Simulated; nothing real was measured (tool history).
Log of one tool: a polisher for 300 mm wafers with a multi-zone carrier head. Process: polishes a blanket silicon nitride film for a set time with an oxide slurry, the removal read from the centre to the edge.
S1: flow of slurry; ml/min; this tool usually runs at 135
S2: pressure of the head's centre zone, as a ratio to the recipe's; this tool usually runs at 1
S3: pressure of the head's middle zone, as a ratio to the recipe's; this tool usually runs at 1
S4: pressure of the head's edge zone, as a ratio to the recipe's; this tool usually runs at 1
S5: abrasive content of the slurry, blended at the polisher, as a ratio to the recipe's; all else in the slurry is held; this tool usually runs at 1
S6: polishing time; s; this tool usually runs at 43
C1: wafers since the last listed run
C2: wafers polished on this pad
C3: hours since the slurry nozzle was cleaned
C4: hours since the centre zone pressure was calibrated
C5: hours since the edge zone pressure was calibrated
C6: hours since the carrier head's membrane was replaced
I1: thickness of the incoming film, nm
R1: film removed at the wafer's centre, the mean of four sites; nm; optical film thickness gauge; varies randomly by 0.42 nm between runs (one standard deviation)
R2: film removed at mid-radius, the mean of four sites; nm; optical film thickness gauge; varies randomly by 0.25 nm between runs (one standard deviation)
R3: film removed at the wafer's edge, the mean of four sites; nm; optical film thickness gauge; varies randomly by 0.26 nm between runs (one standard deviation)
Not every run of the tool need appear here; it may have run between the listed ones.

run    hour   S1    S2    S3    S4   S5  S6    C1    C2     C3      C4      C5     C6     I1    R1    R2    R3
  1       0  135     1  0.93     1    1  38     0  1431    549   451.5  1182.8  759.8  306.9  24.1  22.3  23.7
       35.2  -- slurry nozzle cleaned
  2    56.9  135     1  0.93     1    1  38   511  1942   21.7   508.4  1239.7  816.7  309.4  23.9  21.7  23.6
      146.1  -- worn pad replaced by a new one
      201.3  -- edge zone pressure recalibrated
      226.7  -- carrier head's membrane replaced by a new one
  3     255  135     1     1     1    1  43  1710   931  219.8   706.5    53.7   28.3  308.3    28  27.4    27
  4   287.9  135     1     1     1    1  43   300  1232  252.7   739.4    86.6   61.2  313.3  27.6  26.7  27.4
  5   357.1  135     1     1     1    1  43   632  1865  321.9   808.6   155.8  130.4  310.7  26.8  26.6  26.4
  6   394.1  135     1     1     1    1  43   338  2203  358.9   845.6   192.8  167.4    308  26.2  25.7  25.5
  7   445.1  135     1     1     1    1  43   466  2669  409.9   896.6   243.8  218.4  312.4  24.7  24.7  24.4
      454.6  -- worn pad replaced by a new one
  8   474.5  135     1     1     1    1  53   232   182  439.3     926   273.2  247.8  309.4    35  34.1  33.8
  9   525.1  135     1     1     1    1  43   462   645  489.9   976.6   323.8  298.4  313.6  27.5  27.5  27.7
 10   582.5  135  1.03     1     1  1.2  43   524  1169  547.3    1034   381.2  355.8  309.4    31  30.4    30
 11   614.9  100     1     1     1  1.2  43   296  1466  579.7  1066.4   413.6  388.2  307.2  27.4  27.8  27.9
 12   746.9  135     1     1     1    1  43  1206  2673  711.7  1198.4   545.6  520.2  309.8  25.4  24.8  24.9
      753.1  -- slurry nozzle cleaned
      761.1  -- worn pad replaced by a new one
 13   795.7  135     1     1     1    1  43   400   316   42.6  1247.2   594.4    569  314.9  27.2  27.7  27.8
      812.7  -- centre zone pressure recalibrated
 14   824.6  135     1     1  1.08    1  34   245   562   71.5    11.9   623.3  597.9  309.6  22.3  21.6  22.8
 15   885.8  180  0.92  1.12     1    1  35   559  1121  132.7    73.1   684.5  659.1  311.8  22.2  25.4  22.9
 16   924.7  105  0.96     1  1.12    1  55   355  1477  171.6     112   723.4    698  310.1  31.4  32.4  35.2
 17     968  135     1  0.93  0.96  0.8  29   395  1873  214.9   155.3   766.7  741.3  309.4  15.1  14.2  14.8
 18  1039.6  135     1     1     1    1  57   654  2528  286.5   226.9   838.3  812.9  310.2  33.9  33.9  32.8
     1050.8  -- worn pad replaced by a new one
 19  1064.1  135   1.1     1  0.94    1  50   187   121    311   251.4   862.8  837.4  314.9  35.7    32  30.8
 20  1125.9  135     1     1     1    1  49   565   686  372.8   313.2   924.6  899.2  309.5  32.1  31.6  31.1
 21  1177.5  135     1     1     1    1  43   471  1158  424.4   364.8   976.2  950.8  311.1  27.4  27.1    27

Here are 4 independent what-if runs from the current tool condition. What would each one return?
  A  1177.9  135   1     1   1   1  43   3  1161  424.8  365.2  976.6  951.2  309.1   ?   ?   ?
  B  1177.9  135   1     1   1   1  52   3  1161  424.8  365.2  976.6  951.2  309.1   ?   ?   ?
  C  1177.9  135   1  0.93   1   1  43   3  1161  424.8  365.2  976.6  951.2  309.1   ?   ?   ?
  D  1177.9  160   1     1   1   1  43   3  1161  424.8  365.2  976.6  951.2  309.1   ?   ?   ?

run    R1    R2    R3
  A  28.3  27.2  27.4
  B  34.2  32.9  33.1
  C  28.3  25.7  27.4
  D  29.4    28    28
With the hidden condition removed and each run's random variation left untouched, the same runs would have given:
run    R1    R2    R3
  A  28.9  27.8    28
  B    35  33.6  33.9
  C  28.9  26.3    28
  D    30  28.7  28.6
